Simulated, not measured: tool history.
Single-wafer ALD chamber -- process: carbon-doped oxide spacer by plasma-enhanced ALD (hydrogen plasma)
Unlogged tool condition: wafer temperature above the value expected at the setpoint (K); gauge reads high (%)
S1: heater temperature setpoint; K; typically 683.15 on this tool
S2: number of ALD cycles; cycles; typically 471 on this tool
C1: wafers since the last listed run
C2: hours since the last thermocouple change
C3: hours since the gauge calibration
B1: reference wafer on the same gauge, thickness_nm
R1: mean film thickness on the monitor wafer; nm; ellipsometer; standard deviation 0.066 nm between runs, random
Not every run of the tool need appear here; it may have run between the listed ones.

run	day	S1	S2	C1	C2	C3	B1	R1
1	0.000	683.15	471	0	935.2	144.5	27.500	23.934
2	1.658	683.15	471	28	975.0	184.3	27.506	23.852
3	5.983	683.15	471	74	1078.8	288.1	27.498	23.911
4	8.992	683.15	471	51	1151.0	360.3	27.510	23.934
5	15.654	683.15	471	114	1310.9	520.2	27.548	23.843
6	17.779	683.15	471	36	1361.9	571.2	27.485	23.903
# day 18.883: thermocouple changed; heater temperature recalibrated
7	21.446	683.15	471	57	61.5	659.2	27.505	24.352
8	23.383	683.15	471	33	108.0	705.7	27.501	24.344
9	25.162	694.15	417	30	150.7	748.4	27.515	20.655
10	29.554	671.15	546	75	256.1	853.8	27.478	29.227
11	32.742	683.15	471	54	332.6	930.3	27.511	24.157
12	34.408	683.15	471	28	372.6	970.3	27.513	24.135
# day 38.375: gauge calibrated
13	38.896	683.15	471	76	480.3	12.5	27.504	24.199
14	43.029	697.15	558	70	579.5	111.7	27.501	27.102
15	46.117	697.15	400	52	653.6	185.8	27.486	19.343
16	49.371	683.15	401	55	731.7	263.9	27.490	20.465
17	52.021	683.15	533	45	795.3	327.5	27.490	27.263

Hidden state at the last listed run before each entry between runs and at the first one after, where it differs:
In the gap between runs 6 and 7: thermocouple changed; heater temperature recalibrated (day 18.883)
  wafer temperature above the value expected at the setpoint (K): 6.74 -> 0.707
  measured less the result without the state, R1: -0.577 -> -0.060 nm
In the gap between runs 12 and 13: gauge calibrated (day 38.375)
  wafer temperature above the value expected at the setpoint (K): 3.22 -> 3.78
  measured less the result without the state, R1: -0.275 -> -0.324 nm
